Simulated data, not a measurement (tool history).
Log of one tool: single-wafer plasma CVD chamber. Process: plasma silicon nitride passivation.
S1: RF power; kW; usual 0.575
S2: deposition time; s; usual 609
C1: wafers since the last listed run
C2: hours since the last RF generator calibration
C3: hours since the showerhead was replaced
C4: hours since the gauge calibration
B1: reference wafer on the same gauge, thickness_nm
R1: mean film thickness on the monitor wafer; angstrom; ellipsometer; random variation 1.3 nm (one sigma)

run   hour     S1   S2   C1      C2      C3     C4       B1       R1
  1    0.0  0.575  609    0  1905.3  2785.4   87.0  949.900  8280.42
  2   67.8  0.575  609  179  1973.1  2853.2  154.8  950.232  8290.22
  3  130.3  0.575  609  165  2035.6  2915.7  217.3  949.640  8284.09
  4  157.9  0.575  530   73  2063.2  2943.3  244.9  950.636  7213.41
  5  210.3  0.575  530  138  2115.6  2995.7  297.3  949.864  7204.28
  6  282.1  0.575  609  190  2187.4  3067.5  369.1  949.679  8289.51
     322.8  -- RF generator calibrated
  7  323.3  0.575  609   87     0.5  3108.7  410.3  949.693  8432.56
  8  347.0  0.575  609   62    24.2  3132.4  434.0  950.054  8444.24
  9  407.5  0.540  644  160    84.7  3192.9  494.5  949.398  8807.91
     424.4  -- gauge calibrated
     438.3  -- showerhead replaced
 10  453.3  0.625  708  100   130.5    15.0   28.9  950.252  9946.53
 11  524.1  0.575  609  187   201.3    85.8   99.7  949.794  8397.25
 12  589.2  0.490  548  172   266.4   150.9  164.8  950.372  7324.61
 13  622.3  0.605  511   87   299.5   184.0  197.9  950.242  7115.78
 14  661.4  0.685  609  103   338.6   223.1  237.0  949.694  8689.61
 15  697.8  0.490  682   96   375.0   259.5  273.4  950.017  9091.04
 16  765.2  0.460  609  178   442.4   326.9  340.8  950.367  8012.17
 17  801.0  0.480  504   94   478.2   362.7  376.6  950.601  6688.44
 18  836.5  0.575  609   93   513.7   398.2  412.1  950.492  8393.19

4 ways to go on from here, each from the tool as it stands after run 18. What would each give?
  A  837.1  0.470  609   1  514.3  398.8  412.7   ?   ?
  B  837.1  0.575  667   1  514.3  398.8  412.7   ?   ?
  C  837.1  0.525  515   1  514.3  398.8  412.7   ?   ?
  D  837.1  0.490  609   1  514.3  398.8  412.7   ?   ?

run       B1       R1
  A  949.901  8037.06
  B  949.901  9154.51
  C  949.901  6942.00
  D  949.901  8100.60
Without the tool's hidden state the same runs would have given:
run       R1
  A  8105.51
  B  9232.48
  C  7001.12
  D  8169.59
